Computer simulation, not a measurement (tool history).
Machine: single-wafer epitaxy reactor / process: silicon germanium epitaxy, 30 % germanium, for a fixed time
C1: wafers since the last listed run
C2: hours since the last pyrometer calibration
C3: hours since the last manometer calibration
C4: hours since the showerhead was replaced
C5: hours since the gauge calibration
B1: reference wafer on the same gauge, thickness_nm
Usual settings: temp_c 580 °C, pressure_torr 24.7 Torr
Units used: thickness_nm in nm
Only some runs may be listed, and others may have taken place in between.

run 1 day=0.000 | temp_c=580 pressure_torr=24.7 | C1=0 C2=1416.7 C3=1879.0 C4=2734.7 C5=276.3 | B1=58.239 | thickness_nm=48.960
run 2 day=2.850 | temp_c=580 pressure_torr=24.7 | C1=1152 C2=1485.1 C3=1947.4 C4=2803.1 C5=344.7 | B1=58.045 | thickness_nm=49.297
run 3 day=4.075 | temp_c=577 pressure_torr=24.7 | C1=495 C2=1514.5 C3=1976.8 C4=2832.5 C5=374.1 | B1=57.925 | thickness_nm=46.670
run 4 day=5.646 | temp_c=580 pressure_torr=23.2 | C1=635 C2=1552.2 C3=2014.5 C4=2870.2 C5=411.8 | B1=57.808 | thickness_nm=48.008
run 5 day=6.833 | temp_c=580 pressure_torr=24.7 | C1=480 C2=1580.7 C3=2043.0 C4=2898.7 C5=440.3 | B1=57.708 | thickness_nm=49.541
-- day=8.208 pyrometer calibrated
-- day=9.112 gauge calibrated
run 6 day=9.121 | temp_c=580 pressure_torr=24.7 | C1=790 C2=21.9 C3=2097.9 C4=2953.6 C5=0.2 | B1=58.700 | thickness_nm=49.924
run 7 day=10.783 | temp_c=580 pressure_torr=24.7 | C1=672 C2=61.8 C3=2137.8 C4=2993.5 C5=40.1 | B1=58.680 | thickness_nm=49.956
run 8 day=12.550 | temp_c=588 pressure_torr=24.7 | C1=714 C2=104.2 C3=2180.2 C4=3035.9 C5=82.5 | B1=58.669 | thickness_nm=56.866
-- day=13.825 showerhead replaced
run 9 day=13.846 | temp_c=593 pressure_torr=20.8 | C1=389 C2=135.3 C3=2211.3 C4=0.5 C5=113.6 | B1=58.663 | thickness_nm=57.714
run 10 day=16.196 | temp_c=595 pressure_torr=19.9 | C1=950 C2=191.7 C3=2267.7 C4=56.9 C5=170.0 | B1=58.558 | thickness_nm=58.645
run 11 day=18.738 | temp_c=566 pressure_torr=19.3 | C1=1027 C2=252.7 C3=2328.7 C4=117.9 C5=231.0 | B1=58.448 | thickness_nm=35.371
-- day=19.121 capacitance manometer re-zeroed and calibrated
run 12 day=20.350 | temp_c=580 pressure_torr=30.8 | C1=517 C2=291.4 C3=29.5 C4=156.6 C5=269.7 | B1=58.327 | thickness_nm=54.184
run 13 day=21.454 | temp_c=580 pressure_torr=28.2 | C1=446 C2=317.9 C3=56.0 C4=183.1 C5=296.2 | B1=58.327 | thickness_nm=52.627
run 14 day=24.425 | temp_c=580 pressure_torr=24.7 | C1=1201 C2=389.2 C3=127.3 C4=254.4 C5=367.5 | B1=58.037 | thickness_nm=49.604

Forecast each of these 5 alternatives for the next run:
run A day=24.442 | temp_c=590 pressure_torr=24.7 | C1=6 C2=389.6 C3=127.7 C4=254.8 C5=367.9 | B1=? | thickness_nm=?
run B day=24.442 | temp_c=565 pressure_torr=19.9 | C1=6 C2=389.6 C3=127.7 C4=254.8 C5=367.9 | B1=? | thickness_nm=?
run C day=24.442 | temp_c=576 pressure_torr=19.7 | C1=6 C2=389.6 C3=127.7 C4=254.8 C5=367.9 | B1=? | thickness_nm=?
run D day=24.442 | temp_c=594 pressure_torr=18.7 | C1=6 C2=389.6 C3=127.7 C4=254.8 C5=367.9 | B1=? | thickness_nm=?
run E day=24.442 | temp_c=580 pressure_torr=22.2 | C1=6 C2=389.6 C3=127.7 C4=254.8 C5=367.9 | B1=? | thickness_nm=?

run=A B1=58.060 thickness_nm=58.403
run=B B1=58.060 thickness_nm=34.999
run=C B1=58.060 thickness_nm=42.100
run=D B1=58.060 thickness_nm=55.618
run=E B1=58.060 thickness_nm=47.318
Stripped of hidden state, with their random variation kept, the same runs would have yielded:
run=A thickness_nm=59.031
run=B thickness_nm=35.375
run=C thickness_nm=42.552
run=D thickness_nm=56.216
run=E thickness_nm=47.827
